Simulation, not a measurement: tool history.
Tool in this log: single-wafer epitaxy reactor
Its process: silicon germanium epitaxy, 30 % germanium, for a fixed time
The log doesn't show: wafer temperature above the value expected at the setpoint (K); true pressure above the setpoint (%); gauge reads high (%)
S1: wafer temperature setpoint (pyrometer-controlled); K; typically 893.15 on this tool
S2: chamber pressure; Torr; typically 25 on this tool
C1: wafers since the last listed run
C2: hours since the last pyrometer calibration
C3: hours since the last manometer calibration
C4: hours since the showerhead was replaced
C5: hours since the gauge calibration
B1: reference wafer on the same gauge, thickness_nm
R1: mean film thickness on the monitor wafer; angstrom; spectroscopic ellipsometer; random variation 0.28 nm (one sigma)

{"run": 1, "day": 0.0, "S1": 893.15, "S2": 26.4, "C1": 0, "C2": 1646.4, "C3": 1595.8, "C4": 3575.7, "C5": 252, "B1": 119.943, "R1": 1070.02}
{"run": 2, "day": 0.271, "S1": 893.15, "S2": 26.4, "C1": 114, "C2": 1652.9, "C3": 1602.3, "C4": 3582.2, "C5": 258.5, "B1": 120.033, "R1": 1073.02}
{"run": 3, "day": 0.6, "S1": 887.15, "S2": 20.4, "C1": 138, "C2": 1660.8, "C3": 1610.2, "C4": 3590.1, "C5": 266.4, "B1": 120.03, "R1": 823.78}
{"run": 4, "day": 1.067, "S1": 893.15, "S2": 25, "C1": 196, "C2": 1672, "C3": 1621.4, "C4": 3601.3, "C5": 277.6, "B1": 119.968, "R1": 1038.87}
{"run": 5, "day": 1.712, "S1": 893.15, "S2": 25, "C1": 272, "C2": 1687.5, "C3": 1636.9, "C4": 3616.8, "C5": 293.1, "B1": 120.038, "R1": 1035.09}
{"run": 6, "day": 2.308, "S1": 893.15, "S2": 25, "C1": 251, "C2": 1701.8, "C3": 1651.2, "C4": 3631.1, "C5": 307.4, "B1": 119.999, "R1": 1032.49}
{"run": 7, "day": 3.5, "S1": 893.15, "S2": 25, "C1": 502, "C2": 1730.4, "C3": 1679.8, "C4": 3659.7, "C5": 336, "B1": 119.945, "R1": 1032.11}
{"run": 8, "day": 4.121, "S1": 893.15, "S2": 28.7, "C1": 261, "C2": 1745.3, "C3": 1694.7, "C4": 3674.6, "C5": 350.9, "B1": 119.962, "R1": 1125.72}
{"run": 9, "day": 4.379, "S1": 893.15, "S2": 28.7, "C1": 108, "C2": 1751.5, "C3": 1700.9, "C4": 3680.8, "C5": 357.1, "B1": 119.977, "R1": 1126.59}
{"run": 10, "day": 4.692, "S1": 893.15, "S2": 28.7, "C1": 131, "C2": 1759, "C3": 1708.4, "C4": 3688.3, "C5": 364.6, "B1": 119.967, "R1": 1122.48}
{"run": 11, "day": 5.442, "S1": 893.15, "S2": 25, "C1": 316, "C2": 1777, "C3": 1726.4, "C4": 3706.3, "C5": 382.6, "B1": 119.971, "R1": 1031.99}
{"run": 12, "day": 6.183, "S1": 893.15, "S2": 25, "C1": 312, "C2": 1794.8, "C3": 1744.2, "C4": 3724.1, "C5": 400.4, "B1": 120.055, "R1": 1034.55}
{"run": 13, "day": 6.462, "S1": 893.15, "S2": 25, "C1": 117, "C2": 1801.5, "C3": 1750.9, "C4": 3730.8, "C5": 407.1, "B1": 120.02, "R1": 1034.87}
{"day": 7.138, "done": "pyrometer calibrated"}
{"run": 14, "day": 7.158, "S1": 886.15, "S2": 27.1, "C1": 152, "C2": 0.5, "C3": 1767.6, "C4": 3747.5, "C5": 423.8, "B1": 119.982, "R1": 915.48}
{"run": 15, "day": 7.388, "S1": 886.15, "S2": 27.1, "C1": 96, "C2": 6, "C3": 1773.1, "C4": 3753, "C5": 429.3, "B1": 119.997, "R1": 917.13}
{"run": 16, "day": 7.958, "S1": 893.15, "S2": 25, "C1": 240, "C2": 19.7, "C3": 1786.8, "C4": 3766.7, "C5": 443, "B1": 120.052, "R1": 969.27}
{"run": 17, "day": 8.704, "S1": 893.15, "S2": 25, "C1": 314, "C2": 37.6, "C3": 1804.7, "C4": 3784.6, "C5": 460.9, "B1": 119.989, "R1": 976.48}
{"day": 9.054, "done": "capacitance manometer re-zeroed and calibrated"}
{"run": 18, "day": 9.308, "S1": 901.15, "S2": 21.2, "C1": 114, "C2": 52.1, "C3": 6.1, "C4": 3799.1, "C5": 475.4, "B1": 119.97, "R1": 1044.34}
{"run": 19, "day": 9.688, "S1": 893.15, "S2": 20.1, "C1": 159, "C2": 61.2, "C3": 15.2, "C4": 3808.2, "C5": 484.5, "B1": 119.88, "R1": 884.96}
{"run": 20, "day": 10.217, "S1": 893.15, "S2": 25, "C1": 223, "C2": 73.9, "C3": 27.9, "C4": 3820.9, "C5": 497.2, "B1": 119.957, "R1": 1025.36}
{"day": 10.571, "done": "showerhead replaced"}
{"run": 21, "day": 10.908, "S1": 887.15, "S2": 20.4, "C1": 151, "C2": 90.5, "C3": 44.5, "C4": 8.1, "C5": 513.8, "B1": 120.014, "R1": 816.25}
{"run": 22, "day": 11.254, "S1": 904.15, "S2": 22.5, "C1": 145, "C2": 98.8, "C3": 52.8, "C4": 16.4, "C5": 522.1, "B1": 120.084, "R1": 1129.08}
{"day": 11.742, "done": "gauge calibrated"}
{"run": 23, "day": 11.896, "S1": 893.15, "S2": 25, "C1": 270, "C2": 114.2, "C3": 68.2, "C4": 31.8, "C5": 3.7, "B1": 120.06, "R1": 1026.12}
{"run": 24, "day": 12.362, "S1": 893.15, "S2": 25, "C1": 196, "C2": 125.4, "C3": 79.4, "C4": 43, "C5": 14.9, "B1": 119.955, "R1": 1027.2}
{"run": 25, "day": 12.888, "S1": 883.15, "S2": 28.9, "C1": 221, "C2": 138, "C3": 92, "C4": 55.6, "C5": 27.5, "B1": 119.939, "R1": 961.77}
{"run": 26, "day": 13.45, "S1": 902.15, "S2": 25, "C1": 237, "C2": 151.5, "C3": 105.5, "C4": 69.1, "C5": 41, "B1": 119.992, "R1": 1177.42}
{"run": 27, "day": 13.754, "S1": 886.15, "S2": 25, "C1": 128, "C2": 158.8, "C3": 112.8, "C4": 76.4, "C5": 48.3, "B1": 119.946, "R1": 919.47}
{"run": 28, "day": 14.025, "S1": 902.15, "S2": 21, "C1": 114, "C2": 165.3, "C3": 119.3, "C4": 82.9, "C5": 54.8, "B1": 119.972, "R1": 1048.99}
{"run": 29, "day": 14.596, "S1": 887.15, "S2": 28.3, "C1": 240, "C2": 179, "C3": 133, "C4": 96.6, "C5": 68.5, "B1": 120.009, "R1": 1012.12}
{"run": 30, "day": 14.888, "S1": 900.15, "S2": 27.9, "C1": 123, "C2": 186, "C3": 140, "C4": 103.6, "C5": 75.5, "B1": 120.027, "R1": 1221.62}
{"run": 31, "day": 15.633, "S1": 893.15, "S2": 25, "C1": 314, "C2": 203.9, "C3": 157.9, "C4": 121.5, "C5": 93.4, "B1": 120.048, "R1": 1023.35}
{"run": 32, "day": 16.017, "S1": 899.15, "S2": 20.9, "C1": 161, "C2": 213.1, "C3": 167.1, "C4": 130.7, "C5": 102.6, "B1": 119.895, "R1": 998.24}
{"run": 33, "day": 16.729, "S1": 883.15, "S2": 29.4, "C1": 300, "C2": 230.2, "C3": 184.2, "C4": 147.8, "C5": 119.7, "B1": 119.998, "R1": 972.49}
{"run": 34, "day": 17.429, "S1": 881.15, "S2": 27, "C1": 295, "C2": 247, "C3": 201, "C4": 164.6, "C5": 136.5, "B1": 120.055, "R1": 893.91}
{"run": 35, "day": 17.9, "S1": 893.15, "S2": 25, "C1": 198, "C2": 258.3, "C3": 212.3, "C4": 175.9, "C5": 147.8, "B1": 120.076, "R1": 1026.28}

List, for all runs, the conditions of the tool that the log does not record:
gauge reads high (%): 0, the same for each run
H1: wafer temperature above the value expected at the setpoint (K)
H2: true pressure above the setpoint (%)
run=1 H1=4.02 H2=-7.91
run=2 H1=4.02 H2=-7.92
run=3 H1=4.02 H2=-7.92
run=4 H1=4.03 H2=-7.93
run=5 H1=4.04 H2=-7.95
run=6 H1=4.05 H2=-7.96
run=7 H1=4.06 H2=-7.99
run=8 H1=4.07 H2=-8
run=9 H1=4.07 H2=-8.01
run=10 H1=4.08 H2=-8.02
run=11 H1=4.09 H2=-8.03
run=12 H1=4.1 H2=-8.05
run=13 H1=4.1 H2=-8.05
run=14 H1=0.0199 H2=-8.06
run=15 H1=0.0556 H2=-8.07
run=16 H1=0.143 H2=-8.08
run=17 H1=0.255 H2=-8.09
run=18 H1=0.344 H2=-0.538
run=19 H1=0.399 H2=-0.659
run=20 H1=0.474 H2=-0.826
run=21 H1=0.57 H2=-1.04
run=22 H1=0.617 H2=-1.14
run=23 H1=0.703 H2=-1.33
run=24 H1=0.765 H2=-1.47
run=25 H1=0.833 H2=-1.62
run=26 H1=0.904 H2=-1.77
run=27 H1=0.942 H2=-1.86
run=28 H1=0.976 H2=-1.93
run=29 H1=1.05 H2=-2.08
run=30 H1=1.08 H2=-2.16
run=31 H1=1.17 H2=-2.35
run=32 H1=1.21 H2=-2.44
run=33 H1=1.29 H2=-2.62
run=34 H1=1.37 H2=-2.79
run=35 H1=1.42 H2=-2.9

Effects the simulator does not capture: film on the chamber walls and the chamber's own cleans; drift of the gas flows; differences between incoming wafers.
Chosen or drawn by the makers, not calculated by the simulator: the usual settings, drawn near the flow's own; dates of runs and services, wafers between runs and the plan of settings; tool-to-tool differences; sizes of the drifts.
